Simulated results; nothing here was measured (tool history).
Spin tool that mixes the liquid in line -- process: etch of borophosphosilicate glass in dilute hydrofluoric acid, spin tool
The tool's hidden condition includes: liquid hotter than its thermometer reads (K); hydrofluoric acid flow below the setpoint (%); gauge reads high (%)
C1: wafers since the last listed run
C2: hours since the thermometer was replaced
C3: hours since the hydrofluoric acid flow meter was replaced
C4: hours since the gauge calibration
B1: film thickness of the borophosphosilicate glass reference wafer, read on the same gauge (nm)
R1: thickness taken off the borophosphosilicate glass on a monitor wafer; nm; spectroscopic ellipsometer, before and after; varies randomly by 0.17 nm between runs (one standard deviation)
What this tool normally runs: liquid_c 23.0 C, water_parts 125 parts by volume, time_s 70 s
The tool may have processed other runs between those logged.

run 1 hour=0.0 | liquid_c=23.0 water_parts=125 time_s=70 | C1=0 C2=859.0 C3=1043.8 C4=668.2 | B1=120.00 | R1=27.49
run 2 hour=20.5 | liquid_c=23.0 water_parts=125 time_s=70 | C1=164 C2=879.5 C3=1064.3 C4=688.7 | B1=120.01 | R1=28.05
run 3 hour=32.9 | liquid_c=23.0 water_parts=125 time_s=70 | C1=99 C2=891.9 C3=1076.7 C4=701.1 | B1=120.00 | R1=27.83
-- hour=53.8 thermometer replaced
run 4 hour=64.8 | liquid_c=23.0 water_parts=125 time_s=70 | C1=248 C2=11.0 C3=1108.6 C4=733.0 | B1=120.00 | R1=26.70
run 5 hour=94.1 | liquid_c=23.0 water_parts=125 time_s=70 | C1=235 C2=40.3 C3=1137.9 C4=762.3 | B1=119.97 | R1=26.18
run 6 hour=115.3 | liquid_c=23.0 water_parts=125 time_s=70 | C1=170 C2=61.5 C3=1159.1 C4=783.5 | B1=120.04 | R1=26.53
run 7 hour=136.6 | liquid_c=23.0 water_parts=125 time_s=70 | C1=170 C2=82.8 C3=1180.4 C4=804.8 | B1=119.98 | R1=26.46
run 8 hour=160.6 | liquid_c=23.0 water_parts=125 time_s=70 | C1=192 C2=106.8 C3=1204.4 C4=828.8 | B1=120.02 | R1=26.76
run 9 hour=181.5 | liquid_c=23.0 water_parts=125 time_s=100 | C1=167 C2=127.7 C3=1225.3 C4=849.7 | B1=120.02 | R1=37.40
run 10 hour=209.9 | liquid_c=24.5 water_parts=155 time_s=105 | C1=227 C2=156.1 C3=1253.7 C4=878.1 | B1=119.98 | R1=32.75
run 11 hour=244.8 | liquid_c=23.0 water_parts=125 time_s=70 | C1=280 C2=191.0 C3=1288.6 C4=913.0 | B1=120.00 | R1=26.78
run 12 hour=261.5 | liquid_c=18.5 water_parts=185 time_s=45 | C1=134 C2=207.7 C3=1305.3 C4=929.7 | B1=120.00 | R1=9.07
run 13 hour=285.1 | liquid_c=20.0 water_parts=75 time_s=40 | C1=189 C2=231.3 C3=1328.9 C4=953.3 | B1=119.98 | R1=23.76
run 14 hour=318.0 | liquid_c=23.0 water_parts=125 time_s=60 | C1=264 C2=264.2 C3=1361.8 C4=986.2 | B1=119.99 | R1=22.94
run 15 hour=350.0 | liquid_c=19.0 water_parts=105 time_s=85 | C1=256 C2=296.2 C3=1393.8 C4=1018.2 | B1=120.01 | R1=33.54
run 16 hour=384.2 | liquid_c=27.0 water_parts=165 time_s=70 | C1=274 C2=330.4 C3=1428.0 C4=1052.4 | B1=119.99 | R1=22.50
run 17 hour=401.5 | liquid_c=23.0 water_parts=95 time_s=70 | C1=138 C2=347.7 C3=1445.3 C4=1069.7 | B1=120.02 | R1=36.90
run 18 hour=425.8 | liquid_c=26.0 water_parts=105 time_s=40 | C1=195 C2=372.0 C3=1469.6 C4=1094.0 | B1=120.00 | R1=21.10
-- hour=427.0 hydrofluoric acid flow meter replaced
-- hour=433.1 gauge calibrated
run 19 hour=449.8 | liquid_c=27.5 water_parts=85 time_s=85 | C1=184 C2=396.0 C3=22.8 C4=16.7 | B1=120.02 | R1=60.41
run 20 hour=473.7 | liquid_c=20.5 water_parts=125 time_s=95 | C1=191 C2=419.9 C3=46.7 C4=40.6 | B1=120.01 | R1=33.22
run 21 hour=506.2 | liquid_c=28.0 water_parts=70 time_s=100 | C1=260 C2=452.4 C3=79.2 C4=73.1 | B1=119.99 | R1=89.82
run 22 hour=570.3 | liquid_c=23.0 water_parts=125 time_s=70 | C1=514 C2=516.5 C3=143.3 C4=137.2 | B1=120.01 | R1=27.22
run 23 hour=584.8 | liquid_c=28.0 water_parts=105 time_s=40 | C1=116 C2=531.0 C3=157.8 C4=151.7 | B1=119.99 | R1=22.96
run 24 hour=616.6 | liquid_c=23.0 water_parts=125 time_s=100 | C1=255 C2=562.8 C3=189.6 C4=183.5 | B1=119.98 | R1=39.34
run 25 hour=630.4 | liquid_c=23.0 water_parts=125 time_s=70 | C1=110 C2=576.6 C3=203.4 C4=197.3 | B1=120.03 | R1=27.29
run 26 hour=654.4 | liquid_c=18.5 water_parts=85 time_s=90 | C1=192 C2=600.6 C3=227.4 C4=221.3 | B1=120.00 | R1=45.03

For run 27, what comes out?
run 27 hour=674.8 | liquid_c=23.0 water_parts=105 time_s=90 | C1=163 C2=621.0 C3=247.8 C4=241.7 | B1=? | R1=?

Run 27 gave B1 120.02, R1 43.14 nm.
Had the tool carried no hidden state, the very same run would have given R1 41.25 nm.
